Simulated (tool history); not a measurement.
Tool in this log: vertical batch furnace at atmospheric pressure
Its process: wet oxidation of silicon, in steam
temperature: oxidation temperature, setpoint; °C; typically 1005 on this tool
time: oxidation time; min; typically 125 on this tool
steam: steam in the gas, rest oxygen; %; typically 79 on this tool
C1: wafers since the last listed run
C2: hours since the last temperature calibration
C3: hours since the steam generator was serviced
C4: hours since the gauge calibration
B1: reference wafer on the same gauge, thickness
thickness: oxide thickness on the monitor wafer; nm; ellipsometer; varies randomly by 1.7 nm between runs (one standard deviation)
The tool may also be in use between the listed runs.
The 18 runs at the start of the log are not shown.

{"run": 19, "hour": 325.9, "temperature": 1005, "time": 125, "steam": 79, "C1": 181, "C2": 15.8, "C3": 2293.9, "C4": 24.6, "B1": 481.79, "thickness": 539.08}
{"run": 20, "hour": 337.7, "temperature": 994, "time": 125, "steam": 72, "C1": 140, "C2": 27.6, "C3": 2305.7, "C4": 36.4, "B1": 482.39, "thickness": 473.46}
{"hour": 370.4, "done": "steam generator serviced"}
{"run": 21, "hour": 370.9, "temperature": 1014, "time": 177, "steam": 72, "C1": 109, "C2": 60.8, "C3": 0.5, "C4": 69.6, "B1": 482.2, "thickness": 707.52}
{"run": 22, "hour": 377.3, "temperature": 1005, "time": 70.5, "steam": 79, "C1": 75, "C2": 67.2, "C3": 6.9, "C4": 76, "B1": 481.86, "thickness": 395.85}
{"run": 23, "hour": 383.7, "temperature": 1015, "time": 167, "steam": 70, "C1": 75, "C2": 73.6, "C3": 13.3, "C4": 82.4, "B1": 481.82, "thickness": 669.34}
{"run": 24, "hour": 390.1, "temperature": 1012, "time": 65.5, "steam": 69, "C1": 75, "C2": 80, "C3": 19.7, "C4": 88.8, "B1": 482.04, "thickness": 360.72}
{"run": 25, "hour": 397.8, "temperature": 1005, "time": 107.5, "steam": 79, "C1": 91, "C2": 87.7, "C3": 27.4, "C4": 96.5, "B1": 481.92, "thickness": 516.15}
{"run": 26, "hour": 412.3, "temperature": 1005, "time": 156, "steam": 79, "C1": 172, "C2": 102.2, "C3": 41.9, "C4": 111, "B1": 482.12, "thickness": 653.31}
{"run": 27, "hour": 431.8, "temperature": 994, "time": 125, "steam": 79, "C1": 231, "C2": 121.7, "C3": 61.4, "C4": 130.5, "B1": 481.92, "thickness": 529.32}
{"run": 28, "hour": 451.7, "temperature": 1029, "time": 125, "steam": 79, "C1": 236, "C2": 141.6, "C3": 81.3, "C4": 150.4, "B1": 481.88, "thickness": 644.93}
{"run": 29, "hour": 471.7, "temperature": 1015, "time": 125, "steam": 68, "C1": 237, "C2": 161.6, "C3": 101.3, "C4": 170.4, "B1": 482.06, "thickness": 549.76}
{"run": 30, "hour": 494.9, "temperature": 984, "time": 145, "steam": 68, "C1": 275, "C2": 184.8, "C3": 124.5, "C4": 193.6, "B1": 482.1, "thickness": 496.91}
{"run": 31, "hour": 505.7, "temperature": 995, "time": 67.5, "steam": 83, "C1": 128, "C2": 195.6, "C3": 135.3, "C4": 204.4, "B1": 482.1, "thickness": 367.38}
{"run": 32, "hour": 531.2, "temperature": 991, "time": 154.5, "steam": 79, "C1": 302, "C2": 221.1, "C3": 160.8, "C4": 229.9, "B1": 482.09, "thickness": 592.9}
{"run": 33, "hour": 546.3, "temperature": 998, "time": 66, "steam": 74, "C1": 179, "C2": 236.2, "C3": 175.9, "C4": 245, "B1": 482.03, "thickness": 339.87}
{"run": 34, "hour": 561.4, "temperature": 1005, "time": 125, "steam": 79, "C1": 179, "C2": 251.3, "C3": 191, "C4": 260.1, "B1": 481.55, "thickness": 562.96}
{"run": 35, "hour": 579.3, "temperature": 986, "time": 148.5, "steam": 82, "C1": 212, "C2": 269.2, "C3": 208.9, "C4": 278, "B1": 482.02, "thickness": 570.57}
{"run": 36, "hour": 592.1, "temperature": 1005, "time": 125, "steam": 79, "C1": 151, "C2": 282, "C3": 221.7, "C4": 290.8, "B1": 481.9, "thickness": 565.1}
{"run": 37, "hour": 609.6, "temperature": 1005, "time": 125, "steam": 79, "C1": 207, "C2": 299.5, "C3": 239.2, "C4": 308.3, "B1": 481.94, "thickness": 565.49}

Branching from run 37: 5 alternative next runs. What would each branch give?
{"run": "A", "hour": 616.1, "temperature": 1005, "time": 125, "steam": 79, "C1": 77, "C2": 306, "C3": 245.7, "C4": 314.8, "B1": "?", "thickness": "?"}
{"run": "B", "hour": 616.1, "temperature": 1016, "time": 68.5, "steam": 79, "C1": 77, "C2": 306, "C3": 245.7, "C4": 314.8, "B1": "?", "thickness": "?"}
{"run": "C", "hour": 616.1, "temperature": 996, "time": 79.5, "steam": 70, "C1": 77, "C2": 306, "C3": 245.7, "C4": 314.8, "B1": "?", "thickness": "?"}
{"run": "D", "hour": 616.1, "temperature": 1005, "time": 86, "steam": 86, "C1": 77, "C2": 306, "C3": 245.7, "C4": 314.8, "B1": "?", "thickness": "?"}
{"run": "E", "hour": 616.1, "temperature": 987, "time": 147, "steam": 73, "C1": 77, "C2": 306, "C3": 245.7, "C4": 314.8, "B1": "?", "thickness": "?"}

run=A B1=482.08 thickness=559.84
run=B B1=482.08 thickness=408.61
run=C B1=482.08 thickness=363.49
run=D B1=482.08 thickness=465.87
run=E B1=482.08 thickness=527.56
Take away the tool's hidden state, keep each run's random variation, and the runs would have read:
run=A thickness=570.56
run=B thickness=416.65
run=C thickness=370.96
run=D thickness=475.02
run=E thickness=538.02

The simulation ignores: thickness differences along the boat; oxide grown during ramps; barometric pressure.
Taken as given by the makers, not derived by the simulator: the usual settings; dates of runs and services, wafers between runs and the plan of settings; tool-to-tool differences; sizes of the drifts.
